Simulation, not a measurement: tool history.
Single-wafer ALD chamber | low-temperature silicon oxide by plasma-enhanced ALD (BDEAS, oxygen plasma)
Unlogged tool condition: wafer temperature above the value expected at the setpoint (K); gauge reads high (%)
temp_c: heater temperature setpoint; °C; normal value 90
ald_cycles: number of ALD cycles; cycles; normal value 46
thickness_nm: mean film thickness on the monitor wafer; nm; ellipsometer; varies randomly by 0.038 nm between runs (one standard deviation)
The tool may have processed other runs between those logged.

run    hour  temp_c  ald_cycles  wafers since the last listed run  hours since the last thermocouple change  hours since the gauge calibration  read-back reference wafer on the same gauge, thickness_nm  thickness_nm
  1       0      90          46                                 0                                    2040.8                              353.6                                                      7.296         6.953
  2    44.9      99          46                               210                                    2085.7                              398.5                                                      7.288         6.686
  3    84.6      99          46                               186                                    2125.4                              438.2                                                      7.294         6.784
  4   148.6      99          46                               299                                    2189.4                              502.2                                                      7.287          6.69
  5   274.2      90          46                               588                                      2315                              627.8                                                      7.294         6.905
  6     315      81          46                               191                                    2355.8                              668.6                                                      7.282         7.167
  7   350.5      90          46                               166                                    2391.3                              704.1                                                      7.302         6.917
  8   405.8      90          46                               259                                    2446.6                              759.4                                                      7.287          6.95
  9   475.5      90          46                               326                                    2516.3                              829.1                                                      7.289         6.844
 10   529.1      97          46                               251                                    2569.9                              882.7                                                      7.303         6.811
 11   567.1      97          46                               178                                    2607.9                              920.7                                                      7.299         6.757
 12   598.1      94          46                               145                                    2638.9                              951.7                                                      7.305         6.874
 13   642.9      94          46                               209                                    2683.7                              996.5                                                      7.289         6.855
 14   674.6      98          43                               148                                    2715.4                             1028.2                                                       7.29         6.292
 15   727.9      94          42                               249                                    2768.7                             1081.5                                                      7.291         6.182
 16   760.9      90          46                               154                                    2801.7                             1114.5                                                       7.29         6.962
 17   830.8      90          46                               327                                    2871.6                             1184.4                                                      7.296         6.976
      864.4  -- thermocouple changed; heater temperature recalibrated
 18   864.9      90          53                               122                                       0.5                             1218.5                                                      7.283         7.978
 19   923.9      82          41                               276                                      59.5                             1277.5                                                      7.287          6.41
 20   981.6      76          51                               270                                     117.2                             1335.2                                                      7.282         8.144
     1022.7  -- gauge calibrated
 21  1039.5      90          46                               271                                     175.1                               16.8                                                      7.292         6.943
 22  1089.1     100          49                               232                                     224.7                               66.4                                                      7.285         7.072
 23  1152.6      82          38                               297                                     288.2                              129.9                                                      7.285         5.968
 24  1183.8      90          46                               146                                     319.4                              161.1                                                      7.286         6.911
 25  1364.5      90          46                               846                                     500.1                              341.8                                                      7.296         6.915
 26  1428.1      99          37                               298                                     563.7                              405.4                                                      7.289         5.367
 27  1480.2      79          38                               244                                     615.8                              457.5                                                      7.285             6

Consider 5 possible next runs. They are alternatives, not a sequence: every one starts from the tool as it was left by run 27. What does each give?
  A  1480.7     105          46                                 2                                     616.3                                458                                                          ?             ?
  B  1480.7      77          37                                 2                                     616.3                                458                                                          ?             ?
  C  1480.7      77          42                                 2                                     616.3                                458                                                          ?             ?
  D  1480.7      98          37                                 2                                     616.3                                458                                                          ?             ?
  E  1480.7      96          55                                 2                                     616.3                                458                                                          ?             ?

run  read-back reference wafer on the same gauge, thickness_nm  thickness_nm
  A                                                      7.301         6.621
  B                                                      7.301         5.878
  C                                                      7.301         6.672
  D                                                      7.301         5.412
  E                                                      7.301          8.11
Without the tool's hidden state the same runs would have given:
run  thickness_nm
  A         6.621
  B         5.878
  C         6.672
  D         5.412
  E          8.11
